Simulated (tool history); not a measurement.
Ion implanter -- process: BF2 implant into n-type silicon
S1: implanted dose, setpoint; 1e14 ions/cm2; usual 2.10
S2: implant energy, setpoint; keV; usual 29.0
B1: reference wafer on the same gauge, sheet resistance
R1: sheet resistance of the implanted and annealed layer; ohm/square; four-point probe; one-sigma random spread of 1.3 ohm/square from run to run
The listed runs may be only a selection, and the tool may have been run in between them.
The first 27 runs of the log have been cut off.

run,hour,S1,S2,B1,R1
28,359.0,1.58,20.0,582.91,677.37
# hour 369.0: extraction supply calibrated
29,369.5,2.45,21.0,583.05,464.16
30,379.3,1.59,24.0,582.77,661.58
31,388.8,2.10,29.0,583.23,513.60
32,401.5,2.10,38.5,582.89,500.22
33,413.3,1.75,29.0,582.93,597.25
34,426.1,2.43,22.5,583.06,462.44
35,443.2,2.27,29.0,582.96,484.15
36,455.7,2.34,37.5,582.72,460.16
37,471.1,2.10,36.5,583.13,503.90

Consider 4 possible next runs. They are alternatives, not a sequence: every one starts from the tool as it was left by run 37. What does each give?
A,471.5,2.10,29.0,?,?
B,471.5,2.42,24.5,?,?
C,471.5,2.46,33.5,?,?
D,471.5,2.10,33.5,?,?

run,B1,R1
A,582.83,512.77
B,582.83,461.20
C,582.83,444.36
D,582.83,506.43
The same runs, with their run-to-run variation unchanged, on a tool lacking any hidden condition would have given:
run,R1
A,514.89
B,463.15
C,446.20
D,508.49
